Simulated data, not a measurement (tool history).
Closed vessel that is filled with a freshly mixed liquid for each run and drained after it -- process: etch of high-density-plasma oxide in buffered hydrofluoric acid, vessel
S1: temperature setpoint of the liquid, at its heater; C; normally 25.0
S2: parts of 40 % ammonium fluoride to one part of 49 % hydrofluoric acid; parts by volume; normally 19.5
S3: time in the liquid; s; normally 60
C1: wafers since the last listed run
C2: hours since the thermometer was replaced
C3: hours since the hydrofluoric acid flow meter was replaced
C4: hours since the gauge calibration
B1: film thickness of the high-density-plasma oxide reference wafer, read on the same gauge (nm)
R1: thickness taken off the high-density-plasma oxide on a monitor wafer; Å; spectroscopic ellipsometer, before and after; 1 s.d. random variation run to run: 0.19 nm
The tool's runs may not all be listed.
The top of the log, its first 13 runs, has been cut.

run,day,S1,S2,S3,C1,C2,C3,C4,B1,R1
14,7.688,28.5,19.5,45,691,1935.9,2179.7,132.2,100.01,389.7
# day 7.967: thermometer replaced
15,7.988,29.5,25.5,95,587,0.5,2186.9,139.4,100.00,641.7
16,9.162,29.5,22.5,80,2672,28.7,2215.1,167.6,99.98,586.3
17,9.725,28.0,17.0,75,1279,42.2,2228.6,181.1,99.98,616.7
18,10.233,25.0,19.5,60,1156,54.4,2240.8,193.3,99.99,384.5
# day 10.279: hydrofluoric acid flow meter replaced
19,10.604,29.5,23.0,95,748,63.3,7.8,202.2,100.00,750.7
20,11.233,29.0,19.5,60,1430,78.4,22.9,217.3,99.98,526.0
21,11.592,25.0,19.5,60,814,87.0,31.5,225.9,100.01,424.0
22,12.283,29.0,13.0,60,1573,103.6,48.1,242.5,99.99,781.1
23,12.754,26.5,26.0,90,1070,114.9,59.4,253.8,99.98,562.5
24,13.221,25.0,19.5,60,1061,126.1,70.6,265.0,99.98,426.5
25,13.504,27.5,19.5,60,644,132.9,77.4,271.8,100.00,486.5
26,14.025,22.0,19.5,60,1184,145.4,89.9,284.3,99.98,358.3
27,14.579,23.5,12.0,40,1260,158.7,103.2,297.6,100.03,421.8
28,15.200,21.5,22.5,40,1412,173.6,118.1,312.5,100.02,209.8
29,16.188,25.0,15.0,60,2245,197.3,141.8,336.2,100.00,549.5
30,16.579,25.0,19.5,60,890,206.7,151.2,345.6,100.01,425.6
31,16.838,25.0,19.5,60,587,212.9,157.4,351.8,100.00,425.7

Branching from run 31: 4 alternative next runs. What would each branch give?
A,16.867,22.5,19.5,60,66,213.6,158.1,352.5,?,?
B,16.867,25.0,19.5,30,66,213.6,158.1,352.5,?,?
C,16.867,25.0,22.0,80,66,213.6,158.1,352.5,?,?
D,16.867,25.0,19.5,85,66,213.6,158.1,352.5,?,?

run,B1,R1
A,99.98,370.0
B,99.98,212.1
C,99.98,518.6
D,99.98,601.1
With no hidden state in the tool, these same runs would have given:
run,R1
A,368.9
B,211.5
C,515.3
D,599.4
